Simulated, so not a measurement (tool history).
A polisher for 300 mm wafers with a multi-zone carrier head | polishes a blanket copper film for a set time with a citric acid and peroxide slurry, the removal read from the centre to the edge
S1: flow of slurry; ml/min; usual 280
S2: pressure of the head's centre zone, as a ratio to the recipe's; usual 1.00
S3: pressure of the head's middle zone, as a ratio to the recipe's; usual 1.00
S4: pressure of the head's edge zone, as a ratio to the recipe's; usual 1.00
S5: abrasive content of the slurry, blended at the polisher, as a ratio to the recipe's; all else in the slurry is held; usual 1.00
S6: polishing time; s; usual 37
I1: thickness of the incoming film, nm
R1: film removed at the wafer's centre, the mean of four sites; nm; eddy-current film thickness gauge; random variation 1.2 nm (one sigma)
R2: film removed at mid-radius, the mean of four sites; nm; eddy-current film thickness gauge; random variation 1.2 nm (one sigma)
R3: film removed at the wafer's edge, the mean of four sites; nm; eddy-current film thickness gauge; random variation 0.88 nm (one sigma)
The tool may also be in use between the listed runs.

run	hour	S1	S2	S3	S4	S5	S6	I1	R1	R2	R3
1	0.0	280	1.00	1.00	1.00	0.80	37	1226.1	82.0	87.9	88.2
2	46.8	280	1.00	1.06	1.00	1.00	37	1252.6	81.0	92.4	89.8
# hour 90.6: edge zone pressure recalibrated
# hour 201.6: centre zone pressure recalibrated
3	224.5	280	1.00	1.00	1.00	1.00	37	1237.4	90.1	90.1	89.9
# hour 264.3: worn pad replaced by a new one
4	271.7	280	1.00	1.00	1.00	1.00	37	1220.9	86.8	90.3	89.6
# hour 439.5: edge zone pressure recalibrated
5	447.7	280	1.00	1.00	1.00	1.00	37	1232.3	85.2	89.4	90.3
6	482.9	320	1.00	1.00	1.00	1.00	25	1237.9	58.9	61.1	60.0
7	550.2	315	1.00	0.92	1.00	1.30	30	1237.3	71.4	73.6	77.3
# hour 572.6: worn pad replaced by a new one
8	588.6	280	1.00	1.00	1.00	1.00	37	1241.8	82.6	90.2	89.9
9	633.5	320	1.00	1.00	1.00	1.00	25	1258.1	57.5	62.1	61.9
10	698.8	280	1.06	1.11	1.00	1.00	37	1248.2	88.0	98.0	89.0
# hour 706.7: slurry nozzle cleaned
# hour 739.6: edge zone pressure recalibrated
11	744.8	280	1.00	1.00	1.00	1.00	37	1253.5	82.7	90.8	89.8
# hour 773.9: centre zone pressure recalibrated
# hour 814.7: carrier head's membrane replaced by a new one
12	841.1	280	1.00	1.00	1.00	1.00	37	1235.7	86.0	90.4	89.8
13	892.6	380	1.00	1.00	1.04	1.00	50	1246.2	122.1	125.8	126.7
14	940.3	280	1.00	1.00	1.00	1.00	37	1230.6	86.8	92.9	91.3
# hour 946.3: worn pad replaced by a new one
15	967.6	190	1.00	1.00	1.06	1.00	37	1232.7	79.7	85.5	89.3
16	1011.2	280	1.00	1.00	1.00	1.00	37	1247.0	82.4	89.4	89.9
17	1036.1	280	0.92	1.00	1.00	0.75	49	1229.8	101.8	118.0	116.0

The next listed run, before its measurement:
18	1079.4	205	1.10	1.00	1.04	0.90	37	1253.8	?	?	?

{"run 18": {"R1": 86.7, "R2": 85.1, "R3": 88.4}}
Without the tool's hidden state the same run would have given R1 91.2 nm, R2 85.0 nm, R3 88.4 nm.
